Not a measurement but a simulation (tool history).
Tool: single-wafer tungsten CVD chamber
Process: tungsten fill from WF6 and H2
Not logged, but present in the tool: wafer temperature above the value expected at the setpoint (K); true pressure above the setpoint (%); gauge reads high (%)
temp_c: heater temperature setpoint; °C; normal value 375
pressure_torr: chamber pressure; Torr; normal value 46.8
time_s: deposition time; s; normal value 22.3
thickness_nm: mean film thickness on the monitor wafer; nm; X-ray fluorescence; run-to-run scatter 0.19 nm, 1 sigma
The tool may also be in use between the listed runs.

run     day  temp_c  pressure_torr  time_s  wafers since the last listed run  hours since the last thermocouple change  hours since the last manometer calibration  hours since the showerhead was replaced  hours since the gauge calibration  read-back reference wafer on the same gauge, thickness_nm  thickness_nm
  1       0     375           46.8      24                                 0                                    1661.2                                       696.4                                   2844.7                              489.9                                                     53.589        54.898
  2   3.471     375           46.8      24                              1988                                    1744.5                                       779.7                                     2928                              573.2                                                     53.573        55.031
  3   5.204     375           46.8    22.3                               993                                    1786.1                                       821.3                                   2969.6                              614.8                                                     53.558        50.943
  4   9.033     375           46.8    22.3                              2194                                      1878                                       913.2                                   3061.5                              706.7                                                     53.557         50.83
  5  10.883     375           46.8    22.3                              1060                                    1922.4                                       957.6                                   3105.9                              751.1                                                     53.643        50.967
  6  14.125     375           46.8    22.3                              1857                                    2000.2                                      1035.4                                   3183.7                              828.9                                                     53.603        51.069
     14.921  -- thermocouple changed; heater temperature recalibrated
     16.529  -- showerhead replaced
  7  17.271     375           46.8    22.3                              1420                                      56.4                                      1110.9                                     17.8                              904.4                                                     53.614        50.744
  8  19.021     375           46.8    22.3                              1002                                      98.4                                      1152.9                                     59.8                              946.4                                                     53.643        50.715
  9  21.562     364           51.9    22.3                              1456                                     159.4                                      1213.9                                    120.8                             1007.4                                                     53.632        43.345
     24.958  -- gauge calibrated
 10  25.329     375           46.8    22.3                              2158                                     249.8                                      1304.3                                    211.2                                8.9                                                     53.609        50.813
 11  27.796     375           56.9    20.2                              1413                                       309                                      1363.5                                    270.4                               68.1                                                     53.642        50.048
 12  30.154     375           46.8    22.3                              1351                                     365.6                                      1420.1                                      327                              124.7                                                     53.586        51.026
     33.721  -- capacitance manometer re-zeroed and calibrated
 13  34.062     375           55.6    23.5                              2048                                     459.4                                         8.2                                    420.8                              218.5                                                     53.618        57.986
 14  37.171     388           53.3      18                              1781                                       534                                        82.8                                    495.4                              293.1                                                     53.598        55.039
 15  40.983     364           41.4    18.8                              2184                                     625.5                                       174.3                                    586.9                              384.6                                                     53.583        32.903
 16  44.808     375             43    22.3                              2191                                     717.3                                       266.1                                    678.7                              476.4                                                     53.566        49.375

Consider 5 possible next runs. They are alternatives, not a sequence: every one starts from the tool as it was left by run 16. What does each give?
  A  44.825     375           46.8    22.3                                 9                                     717.7                                       266.5                                    679.1                              476.8                                                          ?             ?
  B  44.825     384           52.8      18                                 9                                     717.7                                       266.5                                    679.1                              476.8                                                          ?             ?
  C  44.825     381           51.6    25.4                                 9                                     717.7                                       266.5                                    679.1                              476.8                                                          ?             ?
  D  44.825     368           46.8    19.7                                 9                                     717.7                                       266.5                                    679.1                              476.8                                                          ?             ?
  E  44.825     368           56.3    25.8                                 9                                     717.7                                       266.5                                    679.1                              476.8                                                          ?             ?

run  read-back reference wafer on the same gauge, thickness_nm  thickness_nm
  A                                                     53.619        50.838
  B                                                     53.619         50.74
  C                                                     53.619        67.355
  D                                                     53.619        39.447
  E                                                     53.619        55.972
Without the tool's unlogged condition, the same runs would have read:
run  thickness_nm
  A        50.838
  B         50.74
  C        67.355
  D        39.447
  E        55.972
